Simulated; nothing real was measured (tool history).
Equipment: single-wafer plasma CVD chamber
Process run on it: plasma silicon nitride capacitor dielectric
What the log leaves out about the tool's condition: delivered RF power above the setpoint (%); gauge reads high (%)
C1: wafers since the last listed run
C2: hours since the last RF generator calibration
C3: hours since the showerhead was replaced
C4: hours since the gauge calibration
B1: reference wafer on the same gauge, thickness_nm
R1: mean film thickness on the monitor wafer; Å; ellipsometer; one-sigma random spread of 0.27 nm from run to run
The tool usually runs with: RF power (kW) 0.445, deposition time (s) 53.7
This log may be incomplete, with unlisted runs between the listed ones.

{"run": 1, "hour": 0.0, "RF power (kW)": 0.39, "deposition time (s)": 53.7, "C1": 0, "C2": 1737.2, "C3": 5482.6, "C4": 1001.3, "B1": 83.259, "R1": 755.7}
{"run": 2, "hour": 80.3, "RF power (kW)": 0.39, "deposition time (s)": 53.7, "C1": 2380, "C2": 1817.5, "C3": 5562.9, "C4": 1081.6, "B1": 83.291, "R1": 755.78}
{"run": 3, "hour": 182.6, "RF power (kW)": 0.39, "deposition time (s)": 53.7, "C1": 3032, "C2": 1919.8, "C3": 5665.2, "C4": 1183.9, "B1": 83.295, "R1": 756.28}
{"run": 4, "hour": 268.8, "RF power (kW)": 0.425, "deposition time (s)": 49.3, "C1": 2555, "C2": 2006, "C3": 5751.4, "C4": 1270.1, "B1": 83.275, "R1": 714.57}
{"run": 5, "hour": 482.3, "RF power (kW)": 0.425, "deposition time (s)": 49.3, "C1": 6328, "C2": 2219.5, "C3": 5964.9, "C4": 1483.6, "B1": 83.295, "R1": 711.4}
{"run": 6, "hour": 582.9, "RF power (kW)": 0.425, "deposition time (s)": 49.3, "C1": 2981, "C2": 2320.1, "C3": 6065.5, "C4": 1584.2, "B1": 83.385, "R1": 715.86}
{"run": 7, "hour": 638.3, "RF power (kW)": 0.445, "deposition time (s)": 49.1, "C1": 1642, "C2": 2375.5, "C3": 6120.9, "C4": 1639.6, "B1": 83.294, "R1": 719.56}
{"hour": 668.2, "done": "RF generator calibrated"}
{"run": 8, "hour": 726.6, "RF power (kW)": 0.445, "deposition time (s)": 49.1, "C1": 2380, "C2": 58.4, "C3": 6209.2, "C4": 1727.9, "B1": 83.355, "R1": 736.93}
{"run": 9, "hour": 788.5, "RF power (kW)": 0.445, "deposition time (s)": 49.1, "C1": 1834, "C2": 120.3, "C3": 6271.1, "C4": 1789.8, "B1": 83.332, "R1": 736.94}
{"hour": 799.8, "done": "showerhead replaced"}
{"run": 10, "hour": 884.3, "RF power (kW)": 0.445, "deposition time (s)": 53.7, "C1": 2602, "C2": 216.1, "C3": 84.5, "C4": 1885.6, "B1": 83.277, "R1": 803.02}
{"hour": 910.6, "done": "gauge calibrated"}
{"run": 11, "hour": 955.0, "RF power (kW)": 0.445, "deposition time (s)": 53.7, "C1": 2095, "C2": 286.8, "C3": 155.2, "C4": 44.4, "B1": 83.331, "R1": 805.1}
{"run": 12, "hour": 1012.4, "RF power (kW)": 0.47, "deposition time (s)": 46.3, "C1": 1701, "C2": 344.2, "C3": 212.6, "C4": 101.8, "B1": 83.322, "R1": 707.66}
{"run": 13, "hour": 1090.2, "RF power (kW)": 0.385, "deposition time (s)": 50.7, "C1": 2306, "C2": 422, "C3": 290.4, "C4": 179.6, "B1": 83.319, "R1": 718.32}
{"run": 14, "hour": 1128.3, "RF power (kW)": 0.41, "deposition time (s)": 61.2, "C1": 1129, "C2": 460.1, "C3": 328.5, "C4": 217.7, "B1": 83.446, "R1": 886.64}
{"run": 15, "hour": 1215.7, "RF power (kW)": 0.48, "deposition time (s)": 43.6, "C1": 2590, "C2": 547.5, "C3": 415.9, "C4": 305.1, "B1": 83.315, "R1": 668.76}
{"run": 16, "hour": 1257.8, "RF power (kW)": 0.515, "deposition time (s)": 49, "C1": 1247, "C2": 589.6, "C3": 458, "C4": 347.2, "B1": 83.336, "R1": 771.78}
{"run": 17, "hour": 1294.1, "RF power (kW)": 0.41, "deposition time (s)": 61.2, "C1": 1075, "C2": 625.9, "C3": 494.3, "C4": 383.5, "B1": 83.254, "R1": 889.13}
{"run": 18, "hour": 1364.4, "RF power (kW)": 0.36, "deposition time (s)": 62.2, "C1": 2083, "C2": 696.2, "C3": 564.6, "C4": 453.8, "B1": 83.37, "R1": 860.41}
{"run": 19, "hour": 1467.8, "RF power (kW)": 0.39, "deposition time (s)": 53.7, "C1": 3064, "C2": 799.6, "C3": 668, "C4": 557.2, "B1": 83.271, "R1": 766.7}
{"run": 20, "hour": 1560.5, "RF power (kW)": 0.52, "deposition time (s)": 61.5, "C1": 2747, "C2": 892.3, "C3": 760.7, "C4": 649.9, "B1": 83.263, "R1": 966.3}
{"run": 21, "hour": 1643.7, "RF power (kW)": 0.49, "deposition time (s)": 48, "C1": 2466, "C2": 975.5, "C3": 843.9, "C4": 733.1, "B1": 83.264, "R1": 739.32}
{"run": 22, "hour": 1710.9, "RF power (kW)": 0.365, "deposition time (s)": 53.7, "C1": 1991, "C2": 1042.7, "C3": 911.1, "C4": 800.3, "B1": 83.243, "R1": 750.53}
{"run": 23, "hour": 1766.8, "RF power (kW)": 0.48, "deposition time (s)": 57.2, "C1": 1656, "C2": 1098.6, "C3": 967, "C4": 856.2, "B1": 83.35, "R1": 874.84}
{"run": 24, "hour": 1867.0, "RF power (kW)": 0.415, "deposition time (s)": 43, "C1": 2970, "C2": 1198.8, "C3": 1067.2, "C4": 956.4, "B1": 83.161, "R1": 623.03}
{"run": 25, "hour": 1927.4, "RF power (kW)": 0.445, "deposition time (s)": 53.7, "C1": 1790, "C2": 1259.2, "C3": 1127.6, "C4": 1016.8, "B1": 83.225, "R1": 794.35}

Predict each of these 5 candidate next runs independently; none follows another, all start after run 25:
{"run": "A", "hour": 1927.8, "RF power (kW)": 0.515, "deposition time (s)": 53.7, "C1": 11, "C2": 1259.6, "C3": 1128, "C4": 1017.2, "B1": "?", "R1": "?"}
{"run": "B", "hour": 1927.8, "RF power (kW)": 0.52, "deposition time (s)": 53.7, "C1": 11, "C2": 1259.6, "C3": 1128, "C4": 1017.2, "B1": "?", "R1": "?"}
{"run": "C", "hour": 1927.8, "RF power (kW)": 0.5, "deposition time (s)": 58.1, "C1": 11, "C2": 1259.6, "C3": 1128, "C4": 1017.2, "B1": "?", "R1": "?"}
{"run": "D", "hour": 1927.8, "RF power (kW)": 0.41, "deposition time (s)": 62, "C1": 11, "C2": 1259.6, "C3": 1128, "C4": 1017.2, "B1": "?", "R1": "?"}
{"run": "E", "hour": 1927.8, "RF power (kW)": 0.48, "deposition time (s)": 59.9, "C1": 11, "C2": 1259.6, "C3": 1128, "C4": 1017.2, "B1": "?", "R1": "?"}

run=A B1=83.336 R1=837.32
run=B B1=83.336 R1=840.11
run=C B1=83.336 R1=896.72
run=D B1=83.336 R1=892.31
run=E B1=83.336 R1=911.48
With the hidden condition removed and each run's random variation left untouched, the same runs would have given:
run=A R1=848
run=B R1=850.82
run=C R1=908.15
run=D R1=903.68
run=E R1=923.1
